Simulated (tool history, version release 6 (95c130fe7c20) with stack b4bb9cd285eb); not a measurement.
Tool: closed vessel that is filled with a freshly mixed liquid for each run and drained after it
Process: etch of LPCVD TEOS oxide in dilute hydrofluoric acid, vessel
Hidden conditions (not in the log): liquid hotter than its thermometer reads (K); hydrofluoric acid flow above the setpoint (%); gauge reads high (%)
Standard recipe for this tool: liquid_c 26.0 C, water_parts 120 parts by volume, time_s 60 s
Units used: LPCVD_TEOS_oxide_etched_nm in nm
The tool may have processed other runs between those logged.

run,hour,liquid_c,water_parts,time_s,wafers since the last listed run,hours since the thermometer was replaced,hours since the hydrofluoric acid flow meter was replaced,hours since the gauge calibration,"read-back film thickness of the LPCVD TEOS oxide reference wafer, read on the same gauge (nm)",LPCVD_TEOS_oxide_etched_nm
1,0.0,27.5,120,85,0,2297.7,2357.2,44.1,80.00,15.21
2,11.3,27.5,120,85,1421,2309.0,2368.5,55.4,80.00,15.17
3,24.6,27.5,120,85,1673,2322.3,2381.8,68.7,79.99,15.35
4,38.2,26.0,120,40,1710,2335.9,2395.4,82.3,80.01,6.75
5,46.3,26.0,120,40,1018,2344.0,2403.5,90.4,80.01,6.74
6,63.9,26.0,120,40,2213,2361.6,2421.1,108.0,80.00,6.78
7,72.2,26.0,75,60,1044,2369.9,2429.4,116.3,80.00,17.14
8,88.9,26.0,75,60,2100,2386.6,2446.1,133.0,80.00,17.11
9,106.2,26.0,95,60,2176,2403.9,2463.4,150.3,80.01,13.20
10,113.1,26.0,120,60,867,2410.8,2470.3,157.2,80.02,10.06
11,125.4,26.0,120,60,1547,2423.1,2482.6,169.5,79.98,10.13
12,131.8,26.0,120,60,805,2429.5,2489.0,175.9,80.00,10.05
13,139.7,26.0,120,60,993,2437.4,2496.9,183.8,80.03,10.09
14,149.4,26.0,120,60,1220,2447.1,2506.6,193.5,79.99,10.20
# hour 163.0: hydrofluoric acid flow meter replaced
15,166.1,26.0,165,95,1974,2463.8,3.1,210.2,80.01,10.97
# hour 168.1: thermometer replaced
16,176.9,30.0,120,60,1232,8.8,13.9,221.0,80.00,11.71
17,193.2,24.5,120,60,2050,25.1,30.2,237.3,80.00,9.63
18,201.5,26.0,120,60,1044,33.4,38.5,245.6,80.00,10.01
19,214.8,23.0,85,35,1673,46.7,51.8,258.9,80.00,7.73
20,227.2,22.0,120,60,1559,59.1,64.2,271.3,79.99,8.65
21,235.5,26.0,120,60,1044,67.4,72.5,279.6,79.99,10.21
# hour 238.1: gauge calibrated
22,249.9,26.0,120,45,1811,81.8,86.9,11.8,79.99,7.59
23,264.6,22.0,120,30,1849,96.5,101.6,26.5,80.00,4.29
24,273.6,26.0,120,60,1132,105.5,110.6,35.5,79.99,10.12
25,283.0,26.0,160,40,1182,114.9,120.0,44.9,79.99,4.84
26,290.0,26.0,120,60,880,121.9,127.0,51.9,79.99,10.11
27,303.9,30.5,155,85,1748,135.8,140.9,65.8,80.01,12.64
28,313.7,26.0,120,45,1232,145.6,150.7,75.6,80.01,7.64

Branching from run 28: 5 alternative next runs. What would each branch give?
A,314.4,26.0,120,60,88,146.3,151.4,76.3,?,?
B,314.4,24.0,120,60,88,146.3,151.4,76.3,?,?
C,314.4,28.5,70,30,88,146.3,151.4,76.3,?,?
D,314.4,26.0,150,60,88,146.3,151.4,76.3,?,?
E,314.4,26.0,140,50,88,146.3,151.4,76.3,?,?

run,"read-back film thickness of the LPCVD TEOS oxide reference wafer, read on the same gauge (nm)",LPCVD_TEOS_oxide_etched_nm
A,79.99,10.09
B,79.99,9.34
C,79.99,10.19
D,79.99,7.79
E,79.99,7.04
Take away the tool's hidden state, keep each run's random variation, and the runs would have read:
run,LPCVD_TEOS_oxide_etched_nm
A,10.09
B,9.34
C,10.19
D,7.79
E,7.04
